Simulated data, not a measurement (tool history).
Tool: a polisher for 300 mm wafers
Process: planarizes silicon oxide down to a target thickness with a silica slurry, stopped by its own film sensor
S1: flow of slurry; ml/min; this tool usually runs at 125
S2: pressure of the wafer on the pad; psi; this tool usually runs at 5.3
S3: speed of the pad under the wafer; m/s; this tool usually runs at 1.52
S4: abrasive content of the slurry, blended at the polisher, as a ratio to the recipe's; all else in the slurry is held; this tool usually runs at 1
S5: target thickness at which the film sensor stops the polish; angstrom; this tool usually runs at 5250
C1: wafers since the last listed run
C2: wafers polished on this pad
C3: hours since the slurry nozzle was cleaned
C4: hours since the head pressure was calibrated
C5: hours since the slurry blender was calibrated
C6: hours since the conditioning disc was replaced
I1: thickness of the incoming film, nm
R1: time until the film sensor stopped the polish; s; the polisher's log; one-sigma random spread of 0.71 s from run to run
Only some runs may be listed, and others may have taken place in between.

{"run": 1, "day": 0.0, "S1": 125, "S2": 6.5, "S3": 1.52, "S4": 1, "S5": 5250, "C1": 0, "C2": 135, "C3": 138.3, "C4": 475.2, "C5": 46.5, "C6": 20.8, "I1": 812.6, "R1": 44.2}
{"run": 2, "day": 0.721, "S1": 125, "S2": 5.3, "S3": 1.52, "S4": 1, "S5": 5250, "C1": 216, "C2": 352, "C3": 155.6, "C4": 492.5, "C5": 63.8, "C6": 38.1, "I1": 813.5, "R1": 53.4}
{"run": 3, "day": 1.196, "S1": 125, "S2": 5.3, "S3": 1.52, "S4": 1, "S5": 5250, "C1": 142, "C2": 494, "C3": 167, "C4": 503.9, "C5": 75.2, "C6": 49.5, "I1": 828.2, "R1": 56}
{"run": 4, "day": 1.458, "S1": 125, "S2": 5.3, "S3": 1.52, "S4": 1, "S5": 5250, "C1": 78, "C2": 573, "C3": 173.3, "C4": 510.2, "C5": 81.5, "C6": 55.8, "I1": 805, "R1": 52.9}
{"run": 5, "day": 2.15, "S1": 125, "S2": 5.3, "S3": 1.52, "S4": 1, "S5": 5250, "C1": 207, "C2": 781, "C3": 189.9, "C4": 526.8, "C5": 98.1, "C6": 72.4, "I1": 823.1, "R1": 56.9}
{"run": 6, "day": 2.675, "S1": 125, "S2": 5.3, "S3": 1.52, "S4": 1, "S5": 5250, "C1": 157, "C2": 939, "C3": 202.5, "C4": 539.4, "C5": 110.7, "C6": 85, "I1": 806.5, "R1": 51.9}
{"run": 7, "day": 3.25, "S1": 155, "S2": 5.3, "S3": 1.52, "S4": 1, "S5": 5250, "C1": 172, "C2": 1112, "C3": 216.3, "C4": 553.2, "C5": 124.5, "C6": 98.8, "I1": 823.1, "R1": 54.2}
{"day": 4.029, "done": "head pressure recalibrated"}
{"run": 8, "day": 4.05, "S1": 90, "S2": 5.3, "S3": 1.52, "S4": 1, "S5": 5250, "C1": 215, "C2": 1327, "C3": 235.5, "C4": 0.5, "C5": 143.7, "C6": 118, "I1": 819.1, "R1": 61.2}
{"day": 4.675, "done": "worn pad replaced by a new one"}
{"day": 4.783, "done": "conditioning disc replaced and pad reconditioned"}
{"run": 9, "day": 4.804, "S1": 90, "S2": 5.3, "S3": 1.52, "S4": 1, "S5": 5250, "C1": 151, "C2": 14, "C3": 253.6, "C4": 18.6, "C5": 161.8, "C6": 0.5, "I1": 827.3, "R1": 57.4}
{"run": 10, "day": 4.996, "S1": 90, "S2": 5.3, "S3": 1.52, "S4": 1, "S5": 5250, "C1": 57, "C2": 71, "C3": 258.2, "C4": 23.2, "C5": 166.4, "C6": 5.1, "I1": 807.2, "R1": 54.2}
{"run": 11, "day": 5.704, "S1": 125, "S2": 5.3, "S3": 1.52, "S4": 1.25, "S5": 5250, "C1": 212, "C2": 284, "C3": 275.2, "C4": 40.2, "C5": 183.4, "C6": 22.1, "I1": 821, "R1": 49.4}
{"run": 12, "day": 6.05, "S1": 125, "S2": 5.3, "S3": 1.52, "S4": 1.25, "S5": 5250, "C1": 103, "C2": 388, "C3": 283.5, "C4": 48.5, "C5": 191.7, "C6": 30.4, "I1": 824.3, "R1": 51.1}
{"run": 13, "day": 6.496, "S1": 125, "S2": 6.2, "S3": 1.32, "S4": 1, "S5": 5250, "C1": 133, "C2": 522, "C3": 294.2, "C4": 59.2, "C5": 202.4, "C6": 41.1, "I1": 813.4, "R1": 53.5}
{"day": 7.012, "done": "slurry nozzle cleaned"}
{"run": 14, "day": 7.117, "S1": 125, "S2": 4.2, "S3": 1.98, "S4": 0.9, "S5": 5250, "C1": 174, "C2": 696, "C3": 2.5, "C4": 74.1, "C5": 217.3, "C6": 56, "I1": 824.6, "R1": 56.8}
{"run": 15, "day": 7.817, "S1": 125, "S2": 5.3, "S3": 1.7, "S4": 1, "S5": 5250, "C1": 210, "C2": 906, "C3": 19.3, "C4": 90.9, "C5": 234.1, "C6": 72.8, "I1": 823.9, "R1": 52.3}
{"run": 16, "day": 8.067, "S1": 125, "S2": 5.3, "S3": 1.52, "S4": 1, "S5": 4390, "C1": 75, "C2": 981, "C3": 25.3, "C4": 96.9, "C5": 240.1, "C6": 78.8, "I1": 815.1, "R1": 72.6}
{"run": 17, "day": 8.45, "S1": 125, "S2": 5.3, "S3": 1.52, "S4": 1, "S5": 5250, "C1": 115, "C2": 1097, "C3": 34.5, "C4": 106.1, "C5": 249.3, "C6": 88, "I1": 816.5, "R1": 55.4}
{"day": 8.562, "done": "slurry blender recalibrated"}
{"run": 18, "day": 8.704, "S1": 105, "S2": 5.3, "S3": 1.52, "S4": 1, "S5": 4480, "C1": 51, "C2": 1148, "C3": 40.6, "C4": 112.2, "C5": 3.4, "C6": 94.1, "I1": 811.1, "R1": 73.6}
{"run": 19, "day": 9.258, "S1": 125, "S2": 6.4, "S3": 1.52, "S4": 1.1, "S5": 5520, "C1": 166, "C2": 1314, "C3": 53.9, "C4": 125.5, "C5": 16.7, "C6": 107.4, "I1": 815.8, "R1": 40.4}
{"day": 9.733, "done": "worn pad replaced by a new one"}
{"run": 20, "day": 9.808, "S1": 150, "S2": 6, "S3": 1.26, "S4": 1, "S5": 5250, "C1": 115, "C2": 23, "C3": 67.1, "C4": 138.7, "C5": 29.9, "C6": 120.6, "I1": 812.7, "R1": 51.8}
{"run": 21, "day": 10.512, "S1": 125, "S2": 5.3, "S3": 1.52, "S4": 1, "S5": 5250, "C1": 211, "C2": 234, "C3": 84, "C4": 155.6, "C5": 46.8, "C6": 137.5, "I1": 828.7, "R1": 55.3}
{"day": 10.804, "done": "conditioning disc replaced and pad reconditioned"}
{"run": 22, "day": 10.825, "S1": 105, "S2": 5.3, "S3": 1.52, "S4": 1, "S5": 5250, "C1": 68, "C2": 303, "C3": 91.5, "C4": 163.1, "C5": 54.3, "C6": 0.5, "I1": 814.1, "R1": 56.8}
{"run": 23, "day": 11.283, "S1": 140, "S2": 5.3, "S3": 2.02, "S4": 0.85, "S5": 5250, "C1": 137, "C2": 441, "C3": 102.5, "C4": 174.1, "C5": 65.3, "C6": 11.5, "I1": 821, "R1": 45.8}
{"run": 24, "day": 11.867, "S1": 125, "S2": 5.3, "S3": 1.52, "S4": 1, "S5": 5250, "C1": 175, "C2": 616, "C3": 116.5, "C4": 188.1, "C5": 79.3, "C6": 25.5, "I1": 808.3, "R1": 53.1}

Forecast each of these 4 alternatives for the next run:
{"run": "A", "day": 11.883, "S1": 125, "S2": 5.3, "S3": 1.52, "S4": 1, "S5": 5250, "C1": 5, "C2": 621, "C3": 116.9, "C4": 188.5, "C5": 79.7, "C6": 25.9, "I1": 806.2, "R1": "?"}
{"run": "B", "day": 11.883, "S1": 150, "S2": 3.7, "S3": 1.52, "S4": 0.8, "S5": 4800, "C1": 5, "C2": 621, "C3": 116.9, "C4": 188.5, "C5": 79.7, "C6": 25.9, "I1": 806.2, "R1": "?"}
{"run": "C", "day": 11.883, "S1": 80, "S2": 5.3, "S3": 1.52, "S4": 1, "S5": 5250, "C1": 5, "C2": 621, "C3": 116.9, "C4": 188.5, "C5": 79.7, "C6": 25.9, "I1": 806.2, "R1": "?"}
{"run": "D", "day": 11.883, "S1": 170, "S2": 5.3, "S3": 1.52, "S4": 1, "S5": 4810, "C1": 5, "C2": 621, "C3": 116.9, "C4": 188.5, "C5": 79.7, "C6": 25.9, "I1": 806.2, "R1": "?"}

run=A R1=52
run=B R1=82.5
run=C R1=59.2
run=D R1=56.7
With the hidden condition removed and each run's random variation left untouched, the same runs would have given:
run=A R1=48.3
run=B R1=76.7
run=C R1=55
run=D R1=52.7
